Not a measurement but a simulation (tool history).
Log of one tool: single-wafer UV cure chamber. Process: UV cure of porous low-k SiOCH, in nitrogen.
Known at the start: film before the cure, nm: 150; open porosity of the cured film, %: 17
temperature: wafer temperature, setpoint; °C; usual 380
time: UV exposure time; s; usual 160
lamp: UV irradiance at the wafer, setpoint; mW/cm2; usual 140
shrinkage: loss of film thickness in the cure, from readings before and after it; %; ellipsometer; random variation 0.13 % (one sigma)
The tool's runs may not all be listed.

run	day	temperature	time	lamp	shrinkage
1	0	380	160	140	9.877
2	3.192	380	160	140	9.936
# day 4.733: quartz window cleaned
3	5.275	380	160	140	10.342
4	9.112	380	160	140	10.625
5	12.738	380	160	140	10.395
6	16.458	380	160	140	10.391
7	20.192	380	160	140	10.383
8	23.808	380	160	140	10.206
9	28.108	380	160	140	9.863
10	32.171	380	160	140	9.816
11	33.788	380	160	140	9.594
# day 35.583: quartz window cleaned
12	37.871	380	160	154	10.637
13	42.333	380	160	110	9.366
14	45.9	380	160	110	9.039
15	49.188	395	160	140	10.082
16	60.592	395	160	140	9.738
# day 63.317: quartz window cleaned
17	63.838	395	160	140	10.495
18	67.025	380	160	140	9.936
19	69.246	380	160	140	10.05
20	71.188	380	160	140	9.962
21	73.592	380	160	140	9.985
22	76.367	391	160	177	10.919
23	79.525	380	210	140	10.767
24	92.85	380	160	140	8.65
# day 93.188: quartz window cleaned
# day 93.846: UV bulbs replaced
25	96.488	370	160	158	10.686
26	103.179	380	160	140	10.672
27	105.871	380	160	158	10.861
28	108.196	389	160	140	10.474
29	112.288	380	160	104	9.201
30	114.767	380	160	114	9.416
31	118.642	380	160	140	9.747
32	120.233	395	160	140	10.138
33	123.946	380	225	166	11.527
# day 127.029: quartz window cleaned
34	127.567	380	160	140	10.436
35	130.492	380	160	140	10.384
36	134.692	380	100	106	7.435
37	137.108	368	75	156	7.44
38	138.754	380	160	109	9.248
39	140.688	374	160	100	8.788
40	144.075	396	200	109	10.132
41	148.229	390	160	150	10.298
42	149.854	391	130	108	8.08
43	151.758	373	210	127	9.938

3 ways to go on from here, each from the tool as it stands after run 43. What would each give?
A	151.775	380	160	140	?
B	151.775	380	125	177	?
C	151.775	380	225	140	?

run	shrinkage
A	9.765
B	9.714
C	11.192
Without the tool's hidden state the same runs would have given:
run	shrinkage
A	10.818
B	10.766
C	12.287

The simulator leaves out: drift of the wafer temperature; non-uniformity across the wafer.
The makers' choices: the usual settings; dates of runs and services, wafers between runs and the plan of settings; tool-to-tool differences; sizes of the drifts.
